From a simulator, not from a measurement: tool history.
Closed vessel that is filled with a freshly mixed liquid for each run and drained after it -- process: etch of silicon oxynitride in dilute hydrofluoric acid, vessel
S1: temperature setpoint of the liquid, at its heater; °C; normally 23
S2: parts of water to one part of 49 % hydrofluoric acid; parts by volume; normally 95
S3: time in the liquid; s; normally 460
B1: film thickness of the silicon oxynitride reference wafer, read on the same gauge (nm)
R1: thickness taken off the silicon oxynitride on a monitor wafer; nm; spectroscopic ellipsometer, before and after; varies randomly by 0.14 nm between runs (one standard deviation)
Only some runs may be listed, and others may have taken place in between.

run	hour	S1	S2	S3	B1	R1
1	0	23	115	460	40.01	16.39
2	27.3	23	95	460	40.01	20.04
3	223.3	23	95	550	39.99	23.77
4	278.3	23	95	550	40.01	24.06
5	308.3	23	95	550	39.99	23.8
6	356.2	23	95	460	40.02	19.88
7	399.2	23	95	460	39.99	19.65
8	440.1	23	95	460	39.98	19.76
9	496.9	25.5	95	460	40.02	22.37
10	567	23	95	460	40.01	19.92
11	593	26	95	675	40.01	33.33
12	660	23	95	460	39.97	19.94
13	715.9	23	95	460	40.02	19.63
14	787	20.5	145	310	39.98	7.44
# hour 811.1: thermometer replaced
15	854.3	20.5	95	225	40	8.31
16	907.9	20.5	125	460	40	12.51
17	968.7	23	95	705	39.99	28.98
18	1026.2	27.5	115	195	40.01	8.06
19	1093	23	95	460	40.01	18.77
20	1159.8	23	95	580	39.98	23.72

Predict the results of run 21:
21	1183.9	23	95	460	?	?

{"run 21": {"B1": 39.98, "R1": 18.88}}
With no hidden state in the tool, this same run would have given R1 20.59 nm.

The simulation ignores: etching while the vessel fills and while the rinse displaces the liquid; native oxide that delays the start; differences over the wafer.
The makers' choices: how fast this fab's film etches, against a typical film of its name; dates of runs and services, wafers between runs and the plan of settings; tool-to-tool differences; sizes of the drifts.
